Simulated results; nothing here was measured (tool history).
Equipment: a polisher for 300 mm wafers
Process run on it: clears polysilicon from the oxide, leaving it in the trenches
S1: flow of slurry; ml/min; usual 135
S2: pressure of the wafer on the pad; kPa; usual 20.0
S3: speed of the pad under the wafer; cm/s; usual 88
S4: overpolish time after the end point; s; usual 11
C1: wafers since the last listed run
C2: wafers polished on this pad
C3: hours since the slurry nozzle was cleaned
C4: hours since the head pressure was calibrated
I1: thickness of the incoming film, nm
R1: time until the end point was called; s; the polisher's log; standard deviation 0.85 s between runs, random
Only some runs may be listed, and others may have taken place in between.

{"run": 1, "day": 0.0, "S1": 135, "S2": 20.0, "S3": 88, "S4": 11, "C1": 0, "C2": 1661, "C3": 178.7, "C4": 881.3, "I1": 783.9, "R1": 66.0}
{"day": 0.454, "done": "head pressure recalibrated"}
{"run": 2, "day": 2.504, "S1": 135, "S2": 20.0, "S3": 88, "S4": 11, "C1": 433, "C2": 2094, "C3": 238.8, "C4": 49.2, "I1": 783.5, "R1": 72.5}
{"run": 3, "day": 5.25, "S1": 160, "S2": 20.0, "S3": 88, "S4": 11, "C1": 491, "C2": 2585, "C3": 304.7, "C4": 115.1, "I1": 775.9, "R1": 67.5}
{"day": 7.071, "done": "worn pad replaced by a new one"}
{"run": 4, "day": 7.821, "S1": 135, "S2": 22.1, "S3": 88, "S4": 11, "C1": 430, "C2": 133, "C3": 366.4, "C4": 176.8, "I1": 773.2, "R1": 63.1}
{"day": 10.129, "done": "slurry nozzle cleaned"}
{"run": 5, "day": 11.054, "S1": 135, "S2": 22.1, "S3": 88, "S4": 11, "C1": 570, "C2": 704, "C3": 22.2, "C4": 254.4, "I1": 785.0, "R1": 59.7}
{"run": 6, "day": 13.829, "S1": 135, "S2": 22.1, "S3": 88, "S4": 11, "C1": 496, "C2": 1201, "C3": 88.8, "C4": 321.0, "I1": 771.5, "R1": 59.2}
{"run": 7, "day": 17.433, "S1": 135, "S2": 20.0, "S3": 88, "S4": 11, "C1": 644, "C2": 1845, "C3": 175.3, "C4": 407.5, "I1": 770.3, "R1": 67.9}
{"run": 8, "day": 19.892, "S1": 135, "S2": 20.0, "S3": 88, "S4": 11, "C1": 439, "C2": 2285, "C3": 234.3, "C4": 466.5, "I1": 789.8, "R1": 68.6}
{"day": 23.825, "done": "worn pad replaced by a new one"}
{"run": 9, "day": 23.846, "S1": 135, "S2": 20.0, "S3": 88, "S4": 11, "C1": 677, "C2": 3, "C3": 329.2, "C4": 561.4, "I1": 776.2, "R1": 66.7}
{"day": 26.121, "done": "slurry nozzle cleaned"}
{"run": 10, "day": 26.146, "S1": 135, "S2": 20.0, "S3": 88, "S4": 11, "C1": 403, "C2": 407, "C3": 0.6, "C4": 616.6, "I1": 780.1, "R1": 64.1}
{"run": 11, "day": 29.546, "S1": 135, "S2": 20.0, "S3": 88, "S4": 11, "C1": 608, "C2": 1015, "C3": 82.2, "C4": 698.2, "I1": 780.4, "R1": 65.5}
{"run": 12, "day": 32.954, "S1": 135, "S2": 20.0, "S3": 88, "S4": 11, "C1": 609, "C2": 1625, "C3": 164.0, "C4": 780.0, "I1": 785.9, "R1": 66.4}
{"run": 13, "day": 36.042, "S1": 135, "S2": 20.0, "S3": 88, "S4": 11, "C1": 552, "C2": 2177, "C3": 238.1, "C4": 854.1, "I1": 774.4, "R1": 65.9}
{"run": 14, "day": 39.975, "S1": 135, "S2": 17.2, "S3": 88, "S4": 7, "C1": 703, "C2": 2881, "C3": 332.5, "C4": 948.5, "I1": 792.5, "R1": 79.7}
{"run": 15, "day": 42.462, "S1": 150, "S2": 26.9, "S3": 106, "S4": 8, "C1": 444, "C2": 3326, "C3": 392.2, "C4": 1008.2, "I1": 767.5, "R1": 40.1}
{"day": 42.738, "done": "slurry nozzle cleaned"}
{"day": 42.75, "done": "worn pad replaced by a new one"}
{"run": 16, "day": 46.329, "S1": 135, "S2": 20.0, "S3": 102, "S4": 9, "C1": 681, "C2": 640, "C3": 86.2, "C4": 1101.0, "I1": 781.1, "R1": 54.5}
{"day": 48.325, "done": "head pressure recalibrated"}
{"run": 17, "day": 50.475, "S1": 135, "S2": 20.0, "S3": 88, "S4": 11, "C1": 726, "C2": 1367, "C3": 185.7, "C4": 51.6, "I1": 771.3, "R1": 72.2}
{"run": 18, "day": 54.2, "S1": 135, "S2": 17.9, "S3": 74, "S4": 8, "C1": 666, "C2": 2033, "C3": 275.1, "C4": 141.0, "I1": 787.4, "R1": 97.4}
{"run": 19, "day": 56.446, "S1": 135, "S2": 20.0, "S3": 88, "S4": 11, "C1": 401, "C2": 2435, "C3": 329.0, "C4": 194.9, "I1": 770.6, "R1": 70.7}
{"run": 20, "day": 59.888, "S1": 155, "S2": 20.0, "S3": 88, "S4": 11, "C1": 615, "C2": 3051, "C3": 411.6, "C4": 277.5, "I1": 779.5, "R1": 68.1}
{"day": 61.6, "done": "worn pad replaced by a new one"}
{"day": 61.612, "done": "slurry nozzle cleaned"}
{"run": 21, "day": 63.917, "S1": 135, "S2": 22.1, "S3": 88, "S4": 11, "C1": 688, "C2": 412, "C3": 55.3, "C4": 374.2, "I1": 769.0, "R1": 59.1}
{"run": 22, "day": 65.608, "S1": 155, "S2": 20.0, "S3": 74, "S4": 5, "C1": 302, "C2": 714, "C3": 95.9, "C4": 414.8, "I1": 795.2, "R1": 80.9}
{"run": 23, "day": 69.646, "S1": 135, "S2": 15.2, "S3": 74, "S4": 7, "C1": 722, "C2": 1437, "C3": 192.8, "C4": 511.7, "I1": 780.9, "R1": 105.1}
{"run": 24, "day": 72.525, "S1": 105, "S2": 24.1, "S3": 88, "S4": 11, "C1": 515, "C2": 1952, "C3": 261.9, "C4": 580.8, "I1": 788.9, "R1": 60.8}
{"run": 25, "day": 74.392, "S1": 125, "S2": 24.8, "S3": 96, "S4": 4, "C1": 333, "C2": 2285, "C3": 306.7, "C4": 625.6, "I1": 788.4, "R1": 50.2}
{"run": 26, "day": 78.892, "S1": 135, "S2": 16.5, "S3": 108, "S4": 8, "C1": 804, "C2": 3090, "C3": 414.7, "C4": 733.6, "I1": 795.4, "R1": 69.3}
{"day": 79.046, "done": "slurry nozzle cleaned"}
{"day": 80.325, "done": "worn pad replaced by a new one"}
{"run": 27, "day": 82.958, "S1": 135, "S2": 20.0, "S3": 102, "S4": 9, "C1": 690, "C2": 470, "C3": 93.9, "C4": 831.2, "I1": 772.8, "R1": 55.4}

For each entry between runs, how does the tool's hidden state at the last listed run before it compare with that at the first listed run after it?
Run 1 -> run 2: head pressure recalibrated (day 0.454)
  slurry flow missing at the pad, %: 31.4 -> 35.4; deviation of the head's pressure from its setpoint, %: 12.6 -> 3.55
  measured value less the no-hidden-state value, R1: -4.7 -> +1.6 s
Run 3 -> run 4: worn pad replaced by a new one (day 7.071)
  slurry flow missing at the pad, %: 38.1 -> 39.7; deviation of the head's pressure from its setpoint, %: 5.46 -> 6.94
  measured value less the no-hidden-state value, R1: +0.3 -> +0.0 s
Run 4 -> run 5: slurry nozzle cleaned (day 10.129)
  slurry flow missing at the pad, %: 39.7 -> 9.6; deviation of the head's pressure from its setpoint, %: 6.94 -> 8.47
  measured value less the no-hidden-state value, R1: +0.0 -> -4.2 s
Run 8 -> run 9: worn pad replaced by a new one (day 23.825)
  slurry flow missing at the pad, %: 38 -> 41.7; deviation of the head's pressure from its setpoint, %: 11.2 -> 12
  measured value less the no-hidden-state value, R1: -3.0 -> -2.8 s
Run 9 -> run 10: slurry nozzle cleaned (day 26.121)
  slurry flow missing at the pad, %: 41.7 -> 2.5; deviation of the head's pressure from its setpoint, %: 12 -> 12.4
  measured value less the no-hidden-state value, R1: -2.8 -> -7.7 s
Run 15 -> run 16: slurry nozzle cleaned (day 42.738); worn pad replaced by a new one (day 42.750)
  slurry flow missing at the pad, %: 42.2 -> 22.7; deviation of the head's pressure from its setpoint, %: 13.8 -> 14
  measured value less the no-hidden-state value, R1: -2.5 -> -5.5 s
Run 16 -> run 17: head pressure recalibrated (day 48.325)
  slurry flow missing at the pad, %: 22.7 -> 34.3; deviation of the head's pressure from its setpoint, %: 14 -> 3.25
  measured value less the no-hidden-state value, R1: -5.5 -> +1.7 s
Run 20 -> run 21: worn pad replaced by a new one (day 61.600); slurry nozzle cleaned (day 61.612)
  slurry flow missing at the pad, %: 42.8 -> 22.4; deviation of the head's pressure from its setpoint, %: 8.49 -> 9.87
  measured value less the no-hidden-state value, R1: -0.9 -> -3.7 s
Run 26 -> run 27: slurry nozzle cleaned (day 79.046); worn pad replaced by a new one (day 80.325)
  slurry flow missing at the pad, %: 48.3 -> 22.1; deviation of the head's pressure from its setpoint, %: 12.6 -> 13
  measured value less the no-hidden-state value, R1: -2.1 -> -5.2 s
